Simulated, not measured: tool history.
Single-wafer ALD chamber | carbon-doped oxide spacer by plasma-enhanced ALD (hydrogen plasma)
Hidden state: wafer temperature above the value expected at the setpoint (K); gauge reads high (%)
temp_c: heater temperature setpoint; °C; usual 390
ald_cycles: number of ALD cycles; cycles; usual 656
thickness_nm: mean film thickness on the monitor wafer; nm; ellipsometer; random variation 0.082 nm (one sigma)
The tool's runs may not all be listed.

| run | hour | temp_c | ald_cycles | wafers since the last listed run | hours since the last thermocouple change | hours since the gauge calibration | read-back reference wafer on the same gauge, thickness_nm | thickness_nm |
|---|---|---|---|---|---|---|---|---|
| 1 | 0 | 390 | 656 | 0 | 2648.4 | 256.4 | 27.543 | 32.528 |
| 2 | 9.2 | 394 | 656 | 3 | 2657.6 | 265.6 | 27.536 | 32.476 |
| 3 | 25.1 | 393 | 656 | 6 | 2673.5 | 281.5 | 27.523 | 32.436 |
| 4 | 42.4 | 390 | 656 | 6 | 2690.8 | 298.8 | 27.505 | 32.315 |
| 5 | 52.4 | 390 | 656 | 3 | 2700.8 | 308.8 | 27.516 | 32.391 |
| 6 | 63.5 | 390 | 656 | 4 | 2711.9 | 319.9 | 27.458 | 32.461 |
| 7 | 70.3 | 390 | 656 | 2 | 2718.7 | 326.7 | 27.479 | 32.406 |
| 8 | 79 | 390 | 656 | 3 | 2727.4 | 335.4 | 27.49 | 32.246 |
| 9 | 86.2 | 390 | 656 | 2 | 2734.6 | 342.6 | 27.454 | 32.343 |
| 10 | 98.1 | 390 | 656 | 4 | 2746.5 | 354.5 | 27.457 | 32.225 |
| 11 | 105.1 | 390 | 656 | 2 | 2753.5 | 361.5 | 27.468 | 32.329 |
| 12 | 117.3 | 390 | 656 | 4 | 2765.7 | 373.7 | 27.458 | 32.402 |
| 13 | 135.1 | 390 | 703 | 6 | 2783.5 | 391.5 | 27.415 | 34.481 |
| 14 | 158.6 | 390 | 703 | 8 | 2807 | 415 | 27.408 | 34.53 |
| 15 | 175.4 | 390 | 615 | 6 | 2823.8 | 431.8 | 27.408 | 30.236 |
| 16 | 185.1 | 390 | 615 | 3 | 2833.5 | 441.5 | 27.401 | 30.17 |
|  | 190.5 | gauge calibrated |
| 17 | 201.3 | 390 | 656 | 6 | 2849.7 | 10.8 | 27.735 | 32.617 |
| 18 | 213.5 | 390 | 656 | 4 | 2861.9 | 23 | 27.691 | 32.663 |
| 19 | 230 | 390 | 603 | 6 | 2878.4 | 39.5 | 27.707 | 29.887 |
| 20 | 236.1 | 390 | 656 | 2 | 2884.5 | 45.6 | 27.678 | 32.56 |
| 21 | 242.2 | 390 | 656 | 2 | 2890.6 | 51.7 | 27.677 | 32.664 |
| 22 | 251.9 | 390 | 656 | 3 | 2900.3 | 61.4 | 27.684 | 32.444 |
|  | 265.3 | thermocouple changed; heater temperature recalibrated |
| 23 | 265.8 | 397 | 526 | 2 | 0.5 | 75.3 | 27.695 | 26.179 |
| 24 | 276.4 | 399 | 708 | 4 | 11.1 | 85.9 | 27.675 | 35.17 |
| 25 | 289.4 | 396 | 591 | 4 | 24.1 | 98.9 | 27.658 | 29.41 |
| 26 | 301.1 | 396 | 571 | 4 | 35.8 | 110.6 | 27.622 | 28.202 |
| 27 | 314.7 | 381 | 618 | 5 | 49.4 | 124.2 | 27.637 | 30.611 |
| 28 | 332.6 | 390 | 656 | 6 | 67.3 | 142.1 | 27.606 | 32.451 |
| 29 | 339 | 390 | 656 | 2 | 73.7 | 148.5 | 27.623 | 32.547 |
| 30 | 348.8 | 390 | 608 | 3 | 83.5 | 158.3 | 27.6 | 30.14 |
| 31 | 365.8 | 405 | 656 | 6 | 100.5 | 175.3 | 27.598 | 32.168 |
| 32 | 380.3 | 385 | 773 | 5 | 115 | 189.8 | 27.573 | 38.191 |
| 33 | 393.5 | 380 | 701 | 5 | 128.2 | 203 | 27.591 | 34.809 |
| 34 | 403.8 | 394 | 598 | 3 | 138.5 | 213.3 | 27.55 | 29.586 |
| 35 | 412.1 | 390 | 739 | 3 | 146.8 | 221.6 | 27.571 | 36.685 |
| 36 | 421.3 | 398 | 774 | 3 | 156 | 230.8 | 27.566 | 38.45 |
| 37 | 438.6 | 390 | 656 | 6 | 173.3 | 248.1 | 27.532 | 32.393 |
| 38 | 454.3 | 390 | 605 | 5 | 189 | 263.8 | 27.524 | 29.758 |
| 39 | 472 | 382 | 567 | 6 | 206.7 | 281.5 | 27.515 | 28.099 |
| 40 | 481.7 | 381 | 690 | 3 | 216.4 | 291.2 | 27.478 | 33.89 |
| 41 | 491.3 | 398 | 656 | 3 | 226 | 300.8 | 27.47 | 32.417 |
| 42 | 497.5 | 396 | 736 | 2 | 232.2 | 307 | 27.467 | 36.176 |
| 43 | 515 | 390 | 656 | 6 | 249.7 | 324.5 | 27.468 | 32.319 |
| 44 | 532.8 | 376 | 595 | 6 | 267.5 | 342.3 | 27.449 | 29.247 |
| 45 | 546.7 | 382 | 567 | 5 | 281.4 | 356.2 | 27.461 | 27.941 |

The tool's hidden state at each run:
wafer temperature above the value expected at the setpoint (K): 0 in every run
H1: gauge reads high (%)
| run | H1 |
|---|---|
| 1 | -0.582 |
| 2 | -0.608 |
| 3 | -0.654 |
| 4 | -0.703 |
| 5 | -0.731 |
| 6 | -0.763 |
| 7 | -0.782 |
| 8 | -0.807 |
| 9 | -0.827 |
| 10 | -0.861 |
| 11 | -0.881 |
| 12 | -0.916 |
| 13 | -0.966 |
| 14 | -1.03 |
| 15 | -1.08 |
| 16 | -1.11 |
| 17 | 0.0697 |
| 18 | 0.035 |
| 19 | -0.0119 |
| 20 | -0.0292 |
| 21 | -0.0466 |
| 22 | -0.0741 |
| 23 | -0.114 |
| 24 | -0.144 |
| 25 | -0.181 |
| 26 | -0.214 |
| 27 | -0.253 |
| 28 | -0.304 |
| 29 | -0.322 |
| 30 | -0.35 |
| 31 | -0.398 |
| 32 | -0.439 |
| 33 | -0.477 |
| 34 | -0.506 |
| 35 | -0.53 |
| 36 | -0.556 |
| 37 | -0.605 |
| 38 | -0.649 |
| 39 | -0.7 |
| 40 | -0.727 |
| 41 | -0.755 |
| 42 | -0.772 |
| 43 | -0.822 |
| 44 | -0.873 |
| 45 | -0.912 |
